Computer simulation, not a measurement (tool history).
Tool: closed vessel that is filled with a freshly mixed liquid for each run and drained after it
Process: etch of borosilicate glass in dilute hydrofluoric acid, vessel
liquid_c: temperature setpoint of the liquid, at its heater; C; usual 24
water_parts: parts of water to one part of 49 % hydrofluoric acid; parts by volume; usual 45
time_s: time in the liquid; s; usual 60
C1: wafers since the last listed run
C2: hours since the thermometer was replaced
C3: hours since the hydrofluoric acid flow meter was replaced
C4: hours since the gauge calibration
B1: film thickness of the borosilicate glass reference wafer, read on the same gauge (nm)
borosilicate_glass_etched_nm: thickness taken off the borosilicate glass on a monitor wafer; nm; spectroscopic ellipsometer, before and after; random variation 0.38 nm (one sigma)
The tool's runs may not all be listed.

run 1 hour=0 | liquid_c=27.5 water_parts=45 time_s=60 | C1=0 C2=2624.8 C3=2482.5 C4=193.3 | B1=49.99 | borosilicate_glass_etched_nm=94.25
run 2 hour=9.7 | liquid_c=24 water_parts=45 time_s=65 | C1=737 C2=2634.5 C3=2492.2 C4=203 | B1=50 | borosilicate_glass_etched_nm=88.8
run 3 hour=21.2 | liquid_c=24 water_parts=45 time_s=65 | C1=873 C2=2646 C3=2503.7 C4=214.5 | B1=49.99 | borosilicate_glass_etched_nm=88.01
run 4 hour=28.3 | liquid_c=24 water_parts=45 time_s=60 | C1=539 C2=2653.1 C3=2510.8 C4=221.6 | B1=49.99 | borosilicate_glass_etched_nm=82.05
run 5 hour=40.8 | liquid_c=24 water_parts=45 time_s=60 | C1=949 C2=2665.6 C3=2523.3 C4=234.1 | B1=49.97 | borosilicate_glass_etched_nm=81.88
run 6 hour=52.9 | liquid_c=24 water_parts=35 time_s=35 | C1=919 C2=2677.7 C3=2535.4 C4=246.2 | B1=49.99 | borosilicate_glass_etched_nm=62.51
run 7 hour=69.3 | liquid_c=24 water_parts=45 time_s=60 | C1=1246 C2=2694.1 C3=2551.8 C4=262.6 | B1=49.99 | borosilicate_glass_etched_nm=82.92
run 8 hour=83.8 | liquid_c=26 water_parts=45 time_s=60 | C1=1101 C2=2708.6 C3=2566.3 C4=277.1 | B1=50.01 | borosilicate_glass_etched_nm=88.98
run 9 hour=94.3 | liquid_c=24 water_parts=45 time_s=75 | C1=797 C2=2719.1 C3=2576.8 C4=287.6 | B1=49.99 | borosilicate_glass_etched_nm=103.82
run 10 hour=101.8 | liquid_c=24 water_parts=45 time_s=75 | C1=569 C2=2726.6 C3=2584.3 C4=295.1 | B1=49.98 | borosilicate_glass_etched_nm=103.12
run 11 hour=116.5 | liquid_c=24 water_parts=60 time_s=40 | C1=1117 C2=2741.3 C3=2599 C4=309.8 | B1=50.03 | borosilicate_glass_etched_nm=40.85
run 12 hour=126.6 | liquid_c=24 water_parts=45 time_s=60 | C1=767 C2=2751.4 C3=2609.1 C4=319.9 | B1=50.02 | borosilicate_glass_etched_nm=81.96
run 13 hour=136.2 | liquid_c=19.5 water_parts=25 time_s=70 | C1=729 C2=2761 C3=2618.7 C4=329.5 | B1=50 | borosilicate_glass_etched_nm=145.71
run 14 hour=149.3 | liquid_c=26 water_parts=30 time_s=40 | C1=995 C2=2774.1 C3=2631.8 C4=342.6 | B1=50 | borosilicate_glass_etched_nm=91.75
run 15 hour=157 | liquid_c=26 water_parts=45 time_s=35 | C1=585 C2=2781.8 C3=2639.5 C4=350.3 | B1=49.97 | borosilicate_glass_etched_nm=52.04
-- hour=159 thermometer replaced
run 16 hour=167.9 | liquid_c=24 water_parts=60 time_s=40 | C1=752 C2=8.9 C3=2650.4 C4=361.2 | B1=49.99 | borosilicate_glass_etched_nm=40.44
run 17 hour=185.4 | liquid_c=24 water_parts=35 time_s=60 | C1=1329 C2=26.4 C3=2667.9 C4=378.7 | B1=49.97 | borosilicate_glass_etched_nm=106.87
run 18 hour=200.8 | liquid_c=24 water_parts=45 time_s=70 | C1=1170 C2=41.8 C3=2683.3 C4=394.1 | B1=50.02 | borosilicate_glass_etched_nm=95.17
-- hour=206.8 hydrofluoric acid flow meter replaced
run 19 hour=214.8 | liquid_c=24 water_parts=45 time_s=60 | C1=987 C2=55.8 C3=8 C4=408.1 | B1=50 | borosilicate_glass_etched_nm=72.97
run 20 hour=231 | liquid_c=21.5 water_parts=30 time_s=30 | C1=1231 C2=72 C3=24.2 C4=424.3 | B1=50 | borosilicate_glass_etched_nm=50.55
-- hour=239.5 gauge calibrated
run 21 hour=242.3 | liquid_c=20.5 water_parts=35 time_s=60 | C1=858 C2=83.3 C3=35.5 C4=2.8 | B1=50.01 | borosilicate_glass_etched_nm=81.62
run 22 hour=255.6 | liquid_c=24 water_parts=45 time_s=35 | C1=1010 C2=96.6 C3=48.8 C4=16.1 | B1=49.99 | borosilicate_glass_etched_nm=42.25
run 23 hour=262.9 | liquid_c=24 water_parts=55 time_s=60 | C1=554 C2=103.9 C3=56.1 C4=23.4 | B1=49.98 | borosilicate_glass_etched_nm=59.52
run 24 hour=274.4 | liquid_c=24 water_parts=45 time_s=60 | C1=873 C2=115.4 C3=67.6 C4=34.9 | B1=50.03 | borosilicate_glass_etched_nm=73.1
run 25 hour=285.7 | liquid_c=21 water_parts=30 time_s=60 | C1=858 C2=126.7 C3=78.9 C4=46.2 | B1=50.02 | borosilicate_glass_etched_nm=98.55
run 26 hour=292.9 | liquid_c=24 water_parts=40 time_s=85 | C1=547 C2=133.9 C3=86.1 C4=53.4 | B1=49.97 | borosilicate_glass_etched_nm=118.44
run 27 hour=318.8 | liquid_c=22.5 water_parts=30 time_s=50 | C1=1968 C2=159.8 C3=112 C4=79.3 | B1=50 | borosilicate_glass_etched_nm=88.06
run 28 hour=335.8 | liquid_c=25.5 water_parts=40 time_s=60 | C1=1291 C2=176.8 C3=129 C4=96.3 | B1=50 | borosilicate_glass_etched_nm=89.05
run 29 hour=345 | liquid_c=21 water_parts=30 time_s=90 | C1=699 C2=186 C3=138.2 C4=105.5 | B1=50.02 | borosilicate_glass_etched_nm=148.97
run 30 hour=392.5 | liquid_c=28.5 water_parts=45 time_s=75 | C1=3609 C2=233.5 C3=185.7 C4=153 | B1=50 | borosilicate_glass_etched_nm=111.48
run 31 hour=408.5 | liquid_c=24 water_parts=45 time_s=90 | C1=1215 C2=249.5 C3=201.7 C4=169 | B1=50.04 | borosilicate_glass_etched_nm=110.55
run 32 hour=421.6 | liquid_c=24 water_parts=25 time_s=60 | C1=995 C2=262.6 C3=214.8 C4=182.1 | B1=49.96 | borosilicate_glass_etched_nm=137.67

How the hidden state differs across the entries between the runs, from the last listed run before each to the first after it:
Between runs 15 and 16: thermometer replaced (hour 159)
  no hidden state differs between the two runs
  measured less the result without the state, borosilicate_glass_etched_nm: +6.23 -> +4.92 nm
Between runs 18 and 19: hydrofluoric acid flow meter replaced (hour 206.8)
  hydrofluoric acid flow above the setpoint (%): 13 -> 0.991
  measured less the result without the state, borosilicate_glass_etched_nm: +11.52 -> +0.76 nm
Between runs 20 and 21: gauge calibrated (hour 239.5)
  hydrofluoric acid flow above the setpoint (%): 1.07 -> 1.12
  measured less the result without the state, borosilicate_glass_etched_nm: +0.56 -> +0.95 nm

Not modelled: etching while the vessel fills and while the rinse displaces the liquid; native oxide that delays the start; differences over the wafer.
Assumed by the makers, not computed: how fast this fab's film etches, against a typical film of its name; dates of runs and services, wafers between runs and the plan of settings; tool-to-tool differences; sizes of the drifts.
